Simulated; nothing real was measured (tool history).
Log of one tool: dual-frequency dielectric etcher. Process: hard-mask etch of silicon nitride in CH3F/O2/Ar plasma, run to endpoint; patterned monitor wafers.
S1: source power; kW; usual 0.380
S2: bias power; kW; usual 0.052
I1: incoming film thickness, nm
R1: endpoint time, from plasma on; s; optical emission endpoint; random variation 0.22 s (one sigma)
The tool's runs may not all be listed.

run    hour     S1     S2     I1    R1
  1     0.0  0.430  0.058  43.72  65.9
  2   106.2  0.430  0.058  43.67  64.8
      173.1  -- wet clean of the chamber
  3   180.2  0.380  0.043  43.79  78.4
  4   277.3  0.330  0.052  44.36  79.5
  5   354.7  0.330  0.052  43.73  77.9
  6   413.8  0.380  0.048  44.07  74.2
  7   462.1  0.380  0.052  44.07  72.1
      540.7  -- wet clean of the chamber
  8   547.3  0.380  0.058  43.75  71.8
  9   590.5  0.380  0.058  44.11  71.6
 10   634.1  0.380  0.049  43.97  75.1
      675.8  -- upper electrode replaced
 11   719.4  0.380  0.049  44.00  74.6
 12   811.0  0.470  0.057  44.32  64.1
      896.0  -- wet clean of the chamber
 13  1034.0  0.380  0.052  44.26  74.3
 14  1128.0  0.320  0.061  44.36  76.2
 15  1181.3  0.300  0.056  44.37  80.6
 16  1253.9  0.380  0.052  43.84  71.5
     1265.1  -- source power generator calibrated
     1280.9  -- wet clean of the chamber
     1282.3  -- bias power generator calibrated
 17  1313.7  0.430  0.043  44.09  71.8
 18  1389.7  0.380  0.052  43.64  71.2
 19  1462.1  0.480  0.046  44.20  66.0
 20  1525.8  0.280  0.064  43.55  77.5
     1601.3  -- wet clean of the chamber
 21  1654.6  0.430  0.056  44.42  67.7
 22  1718.1  0.380  0.052  43.87  71.9

What the log doesn't show, run by run:
bias power that arrives over what is set, %: 0 in every run
H1: etch rate over this chamber's usual, %
H2: source power that arrives over what is set, %
run      H1      H2
  1    1.82   -4.55
  2    2.96    -4.6
  3   0.165   -4.63
  4    1.21   -4.67
  5    2.04    -4.7
  6    2.67   -4.72
  7    3.19   -4.74
  8  -0.367   -4.77
  9  0.0969   -4.78
 10   0.565    -4.8
 11    1.48   -4.82
 12    2.46   -4.85
 13    1.13   -4.91
 14    2.14   -4.93
 15    2.72   -4.94
 16    3.49   -4.95
 17   0.403  -0.332
 18    1.22  -0.577
 19       2    -0.8
 20    2.68  -0.988
 21   0.403   -1.34
 22    1.09   -1.51
